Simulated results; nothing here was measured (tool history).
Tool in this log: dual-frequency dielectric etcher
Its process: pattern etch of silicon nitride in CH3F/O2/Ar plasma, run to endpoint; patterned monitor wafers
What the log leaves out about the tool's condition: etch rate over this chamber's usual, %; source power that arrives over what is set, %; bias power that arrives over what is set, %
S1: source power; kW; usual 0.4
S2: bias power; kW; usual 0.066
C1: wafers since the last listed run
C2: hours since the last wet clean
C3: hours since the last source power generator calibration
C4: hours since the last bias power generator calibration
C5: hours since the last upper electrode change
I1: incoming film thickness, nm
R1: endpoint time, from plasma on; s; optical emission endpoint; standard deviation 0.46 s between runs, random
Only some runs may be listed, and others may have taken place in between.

run	hour	S1	S2	C1	C2	C3	C4	C5	I1	R1
1	0	0.4	0.066	0	309.5	4858.2	2828.7	2239.7	53.1	83
2	83.8	0.45	0.07	1047	393.3	4942	2912.5	2323.5	52.7	78.2
3	155.4	0.45	0.07	895	464.9	5013.6	2984.1	2395.1	52.6	78.8
4	193.6	0.4	0.076	477	503.1	5051.8	3022.3	2433.3	52.4	81.9
5	244.8	0.4	0.076	640	554.3	5103	3073.5	2484.5	53.1	82.7
# hour 359.3: wet clean of the chamber
6	359.8	0.4	0.076	1137	0.5	5218	3188.5	2599.5	52.6	79.4
7	413	0.45	0.066	665	53.7	5271.2	3241.7	2652.7	52.5	77.2
# hour 432.2: bias power generator calibrated
8	506.7	0.4	0.066	1121	147.4	5364.9	74.5	2746.4	53.1	82.5
9	590.8	0.46	0.066	1051	231.5	5449	158.6	2830.5	53.1	78
# hour 675.6: source power generator calibrated
10	676.1	0.32	0.072	1016	316.8	0.5	243.9	2915.8	53.3	92.6
11	922	0.35	0.052	3074	562.7	246.4	489.8	3161.7	52.9	95.2
# hour 946.1: upper electrode replaced
12	1024	0.4	0.066	975	664.7	348.4	591.8	77.9	53.8	87
# hour 1080.5: wet clean of the chamber
13	1113.7	0.4	0.082	821	33.2	438.1	681.5	167.6	53	79
14	1171.4	0.31	0.051	721	90.9	495.8	739.2	225.3	53.1	101.5
15	1208.8	0.4	0.066	467	128.3	533.2	776.6	262.7	52.9	84.3
16	1293.3	0.4	0.066	1056	212.8	617.7	861.1	347.2	52.8	84
17	1392.5	0.33	0.056	1240	312	716.9	960.3	446.4	52.8	97.3

Some steps in R1 between neighbouring runs. How much of each would the tool show without its hidden state too (settings, what came in, random variation), and how much is left for the hidden state, with any gauge scatter that isn't in both results?
Run 5 -> 6: wet clean of the chamber. R1 -3.3 s: hidden state -2.2, all else -1.1.
Run 13 -> 14: S1 0.4 -> 0.31, S2 0.082 -> 0.051. R1 +22.5 s: hidden state +0.6, all else +21.9.
